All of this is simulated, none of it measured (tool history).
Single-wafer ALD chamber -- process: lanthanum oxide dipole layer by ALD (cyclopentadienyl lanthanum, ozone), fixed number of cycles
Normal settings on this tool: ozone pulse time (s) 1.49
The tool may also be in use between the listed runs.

run    hour  ozone pulse time (s)  wafers since the last listed run  hours since the last thermocouple change  hours since the last ozone generator service  hours since the showerhead was replaced  hours since the gauge calibration  read-back reference wafer on the same gauge, thickness_nm  mean film thickness on the monitor wafer (angstrom)
  1     0.0                  1.67                                 0                                    1112.1                                         458.8                                   4735.5                              712.0                                                      0.485                                                 5.19
  2    81.5                  1.67                              1635                                    1193.6                                         540.3                                   4817.0                              793.5                                                      0.485                                                 5.20
  3   164.0                  1.49                              1655                                    1276.1                                         622.8                                   4899.5                              876.0                                                      0.485                                                 5.10
  4   262.5                  1.96                              1976                                    1374.6                                         721.3                                   4998.0                              974.5                                                      0.485                                                 5.24
  5   332.4                  1.96                              1402                                    1444.5                                         791.2                                   5067.9                             1044.4                                                      0.485                                                 5.20
      366.3  -- thermocouple changed; heater temperature recalibrated
      404.1  -- gauge calibrated
  6   415.1                  1.49                              1498                                      48.8                                         873.9                                   5150.6                               11.0                                                      0.485                                                 5.11
  7   519.8                  1.49                              2100                                     153.5                                         978.6                                   5255.3                              115.7                                                      0.484                                                 5.09
  8   577.8                  1.49                              1163                                     211.5                                        1036.6                                   5313.3                              173.7                                                      0.485                                                 5.09
  9   683.4                  1.67                              2118                                     317.1                                        1142.2                                   5418.9                              279.3                                                      0.485                                                 5.13
      750.6  -- ozone generator serviced
      754.6  -- showerhead replaced
 10   771.0                  1.15                              1516                                     404.7                                          20.4                                     16.4                              366.9                                                      0.485                                                 5.01
 11   826.8                  1.94                              1119                                     460.5                                          76.2                                     72.2                              422.7                                                      0.485                                                 5.25
 12  1028.1                  1.93                              4039                                     661.8                                         277.5                                    273.5                              624.0                                                      0.485                                                 5.25

What does the tool deliver on the next run?
 13  1115.6                  1.87                              1755                                     749.3                                         365.0                                    361.0                              711.5                                                          ?                                                    ?

read-back reference wafer on the same gauge, thickness_nm: 0.485
mean film thickness on the monitor wafer (angstrom): 5.24
With no hidden state in the tool, this same run would have given mean film thickness on the monitor wafer (angstrom) 5.25.
